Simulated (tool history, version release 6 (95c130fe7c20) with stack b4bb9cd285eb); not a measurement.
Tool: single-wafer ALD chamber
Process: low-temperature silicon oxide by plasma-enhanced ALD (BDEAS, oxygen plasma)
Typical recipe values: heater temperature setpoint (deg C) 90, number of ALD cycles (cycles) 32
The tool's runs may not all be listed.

run   hour  heater temperature setpoint (deg C)  number of ALD cycles (cycles)  read-back reference wafer on the same gauge, thickness_nm  mean film thickness on the monitor wafer (Å)
  1      0                                   90                             32                                                       4.68                                          42.7
  2   24.4                                   90                             32                                                      4.677                                         42.57
  3   36.4                                   96                             32                                                      4.682                                         41.82
  4   63.9                                   82                             32                                                      4.676                                         43.82
  5   82.1                                   82                             32                                                      4.682                                         43.56
  6  115.8                                   82                             32                                                      4.678                                          43.8
  7  142.6                                   90                             30                                                      4.676                                         39.74
  8    165                                   90                             30                                                      4.684                                         39.92
  9  199.3                                   83                             32                                                      4.675                                         43.54
 10  213.1                                   86                             36                                                      4.682                                         48.51
 11  225.3                                   86                             36                                                      4.681                                         48.54
 12  259.6                                   86                             36                                                      4.682                                         48.62
 13    280                                   90                             32                                                      4.677                                         42.54
 14  315.7                                   90                             32                                                       4.68                                         42.37
 15  343.3                                   90                             32                                                      4.685                                         42.57
 16  361.2                                   90                             32                                                      4.683                                         42.46
 17  386.2                                   90                             32                                                      4.679                                         42.48
 18  400.5                                   94                             37                                                      4.679                                         48.37
 19  429.6                                   76                             32                                                      4.685                                         44.38
 20  458.7                                  101                             35                                                      4.686                                         45.18
 21  476.5                                   82                             32                                                       4.68                                         43.27
 22  495.3                                   90                             28                                                      4.681                                         37.13
 23  527.5                                   85                             27                                                      4.679                                         36.18
 24  539.7                                   90                             37                                                      4.678                                         49.28
 25  565.2                                   90                             32                                                      4.677                                         42.36
 26  581.8                                   75                             37                                                      4.679                                         51.08
 27  595.1                                   85                             34                                                      4.682                                         45.75
     637.4  -- thermocouple changed; heater temperature recalibrated
 28  666.4                                   75                             26                                                      4.683                                          36.7
     669.3  -- gauge calibrated
 29  693.9                                   79                             32                                                      4.678                                         44.47
 30  708.5                                   90                             32                                                      4.682                                         43.06
 31  727.7                                   97                             26                                                      4.678                                         34.24
 32  761.5                                   90                             32                                                      4.681                                          43.1
 33  787.6                                   90                             32                                                      4.683                                         43.17
 34  893.1                                   90                             32                                                       4.68                                         42.82
 35  916.6                                   90                             32                                                      4.683                                         42.88

Subtracting, for every run, the result it would have given without the tool's unlogged condition from the measured result gives the following. The same run-to-run variation enters both numbers; the gauge's scatter may not:
Hidden state present: wafer temperature above the value expected at the setpoint (K); gauge reads high (%).
run  mean film thickness on the monitor wafer (Å)
  1                                         -0.47
  2                                         -0.48
  3                                         -0.48
  4                                          -0.5
  5                                         -0.51
  6                                         -0.52
  7                                         -0.51
  8                                         -0.51
  9                                         -0.57
 10                                         -0.64
 11                                         -0.65
 12                                         -0.67
 13                                          -0.6
 14                                         -0.62
 15                                         -0.64
 16                                         -0.64
 17                                         -0.66
 18                                         -0.76
 19                                         -0.67
 20                                         -0.38
 21                                         -0.69
 22                                         -0.62
 23                                         -0.61
 24                                         -0.85
 25                                         -0.74
 26                                         -0.86
 27                                          -0.8
 28                                         -0.02
 29                                         -0.03
 30                                         -0.03
 31                                         -0.04
 32                                         -0.06
 33                                         -0.07
 34                                         -0.13
 35                                         -0.14
